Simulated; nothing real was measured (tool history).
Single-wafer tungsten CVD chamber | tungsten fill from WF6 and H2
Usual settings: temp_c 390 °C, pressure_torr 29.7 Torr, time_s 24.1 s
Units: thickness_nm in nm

run	hour	temp_c	pressure_torr	time_s	wafers since the last listed run	hours since the last thermocouple change	hours since the last manometer calibration	hours since the showerhead was replaced	hours since the gauge calibration	read-back reference wafer on the same gauge, thickness_nm	thickness_nm
1	0	378	29.7	24.1	0	2062.2	2102.4	5954.9	552.5	54.563	43.512
2	16.5	378	29.7	24.1	323	2078.7	2118.9	5971.4	569	54.475	43.278
3	26.1	398	29.7	21	188	2088.3	2128.5	5981	578.6	54.374	58.991
4	35.6	398	29.7	21	186	2097.8	2138	5990.5	588.1	54.573	59.374
# hour 45.4: showerhead replaced
5	45.9	390	29.7	24.1	45	2108.1	2148.3	0.5	598.4	54.539	57.91
6	49.7	390	29.7	24.1	74	2111.9	2152.1	4.3	602.2	54.471	57.258
7	62.7	390	29.7	24.1	255	2124.9	2165.1	17.3	615.2	54.568	57.401
8	75.5	390	29.7	27	251	2137.7	2177.9	30.1	628	54.572	64.423
9	83.6	390	29.7	27	158	2145.8	2186	38.2	636.1	54.54	64.474
10	90.2	390	33.2	27.9	129	2152.4	2192.6	44.8	642.7	54.513	69.481
11	107.7	390	33.2	27.9	343	2169.9	2210.1	62.3	660.2	54.461	69.379
12	119.2	390	29.7	24.1	225	2181.4	2221.6	73.8	671.7	54.643	57.899
# hour 130.7: gauge calibrated
# hour 136.4: thermocouple changed; heater temperature recalibrated
13	136.9	378	29.7	24.1	190	0.5	2239.3	91.5	6.2	54.44	44.092
14	145.2	390	33.2	27.9	162	8.8	2247.6	99.8	14.5	54.575	69.368
15	160.2	390	29.7	24.1	294	23.8	2262.6	114.8	29.5	54.41	58.155
16	173.3	399	29.7	25.6	256	36.9	2275.7	127.9	42.6	54.435	73.873
17	183.3	398	24	26.3	196	46.9	2285.7	137.9	52.6	54.552	68.892
18	194.7	390	36.5	28.8	223	58.3	2297.1	149.3	64	54.537	74.873
19	201.1	396	24.1	24.1	125	64.7	2303.5	155.7	70.4	54.554	60.406
20	214.1	390	29.7	28.1	255	77.7	2316.5	168.7	83.4	54.461	66.832
# hour 238: capacitance manometer re-zeroed and calibrated
21	238.5	390	29.7	24.1	321	102.1	0.5	193.1	107.8	54.417	57.928
22	252.3	390	29.7	24.1	270	115.9	14.3	206.9	121.6	54.531	57.894
23	263.4	390	29.7	24.1	217	127	25.4	218	132.7	54.432	57.31
24	276.1	390	29.7	25.5	249	139.7	38.1	230.7	145.4	54.493	60.248
25	290.7	384	29.7	20.6	286	154.3	52.7	245.3	160	54.47	42.753
26	300.6	400	23.1	26.2	194	164.2	62.6	255.2	169.9	54.538	71.641
27	311.7	404	29.7	24.1	217	175.3	73.7	266.3	181	54.518	77.319
28	340.8	390	29.7	24.1	570	204.4	102.8	295.4	210.1	54.497	56.842
29	355	397	22.5	24.1	278	218.6	117	309.6	224.3	54.446	60.193
30	363.1	390	29.7	24.1	158	226.7	125.1	317.7	232.4	54.575	57.061
31	379.8	394	29.7	24.1	327	243.4	141.8	334.4	249.1	54.517	62.814
32	390.9	402	29.7	25.8	217	254.5	152.9	345.5	260.2	54.553	79.115
33	405.2	404	29.7	20.5	280	268.8	167.2	359.8	274.5	54.545	66.156

What the log doesn't show, run by run:
wafer temperature above the value expected at the setpoint (K): 0 in every run
true pressure above the setpoint (%): 0 in every run
gauge reads high (%): 0 in every run

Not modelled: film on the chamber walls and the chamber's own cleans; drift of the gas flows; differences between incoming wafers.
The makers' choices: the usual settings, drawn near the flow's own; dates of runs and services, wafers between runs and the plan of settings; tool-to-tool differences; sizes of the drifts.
